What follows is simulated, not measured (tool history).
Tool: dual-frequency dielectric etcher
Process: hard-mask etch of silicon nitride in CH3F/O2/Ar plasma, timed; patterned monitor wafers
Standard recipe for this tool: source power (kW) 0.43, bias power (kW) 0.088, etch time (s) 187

run	hour	source power (kW)	bias power (kW)	etch time (s)	wafers since the last listed run	hours since the last wet clean	hours since the last source power generator calibration	hours since the last bias power generator calibration	hours since the last upper electrode change	hours since the gauge calibration	read-back reference wafer on the same gauge, depth_nm	mean etch depth across the wafer (Å)
1	0	0.43	0.088	222	0	235.5	4292.8	2489.4	4828.2	170	127.2	1665
# hour 3: gauge calibrated
2	14.1	0.43	0.088	222	128	249.6	4306.9	2503.5	4842.3	11.1	126.8	1645
3	31.1	0.43	0.077	145.5	154	266.6	4323.9	2520.5	4859.3	28.1	126.9	1020
4	47.4	0.4	0.094	187	148	282.9	4340.2	2536.8	4875.6	44.4	127.1	1414
5	60.1	0.4	0.094	187	115	295.6	4352.9	2549.5	4888.3	57.1	127	1416
6	67.2	0.4	0.094	187	64	302.7	4360	2556.6	4895.4	64.2	126.9	1422
7	78.3	0.43	0.088	187	100	313.8	4371.1	2567.7	4906.5	75.3	127.1	1394
# hour 107.1: bias power generator calibrated
# hour 109.4: wet clean of the chamber
8	109.9	0.43	0.088	187	230	0.5	4402.7	2.8	4938.1	106.9	127	1393
9	110.3	0.43	0.083	187	3	0.9	4403.1	3.2	4938.5	107.3	127	1362
10	114.1	0.43	0.083	187	34	4.7	4406.9	7	4942.3	111.1	126.9	1369
11	131.1	0.43	0.083	187	154	21.7	4423.9	24	4959.3	128.1	127.2	1366
12	142.6	0.43	0.088	187	104	33.2	4435.4	35.5	4970.8	139.6	127.1	1410
13	156.9	0.43	0.088	187	130	47.5	4449.7	49.8	4985.1	153.9	126.9	1402
# hour 191.4: upper electrode replaced
14	191.9	0.34	0.103	187	100	82.5	4484.7	84.8	0.5	188.9	127.1	1428
15	192.3	0.36	0.095	172	3	82.9	4485.1	85.2	0.9	189.3	127	1285
# hour 197.6: gauge calibrated
16	200	0.43	0.088	187	70	90.6	4492.8	92.9	8.6	2.4	126.9	1399
17	216.3	0.49	0.088	148	148	106.9	4509.1	109.2	24.9	18.7	127.1	1129
# hour 229: source power generator calibrated
18	229.5	0.34	0.108	160	83	120.1	0.5	122.4	38.1	31.9	127	1263
19	243.3	0.48	0.068	149.5	125	133.9	14.3	136.2	51.9	45.7	127	1014
20	257.3	0.43	0.088	187	127	147.9	28.3	150.2	65.9	59.7	127.2	1404
21	268.8	0.39	0.107	237.5	104	159.4	39.8	161.7	77.4	71.2	126.9	1909
22	277.3	0.53	0.069	187	77	167.9	48.3	170.2	85.9	79.7	127	1300
23	294.8	0.43	0.107	172.5	159	185.4	65.8	187.7	103.4	97.2	127.1	1408
24	306.4	0.43	0.088	187	105	197	77.4	199.3	115	108.8	126.9	1397
25	312.9	0.43	0.083	187	59	203.5	83.9	205.8	121.5	115.3	126.8	1361
26	319.7	0.34	0.102	202.5	61	210.3	90.7	212.6	128.3	122.1	127	1557

Across each entry between runs, compare the hidden state at the last listed run before it with the hidden state at the first listed run after it:
Runs 1 to 2: gauge calibrated (hour 3)
  nothing in the hidden state changes from one run to the other
Runs 7 to 8: bias power generator calibrated (hour 107.1); wet clean of the chamber (hour 109.4)
  nothing in the hidden state changes from one run to the other
Runs 13 to 14: upper electrode replaced (hour 191.4)
  nothing in the hidden state changes from one run to the other
Runs 15 to 16: gauge calibrated (hour 197.6)
  nothing in the hidden state changes from one run to the other
Runs 17 to 18: source power generator calibrated (hour 229)
  nothing in the hidden state changes from one run to the other
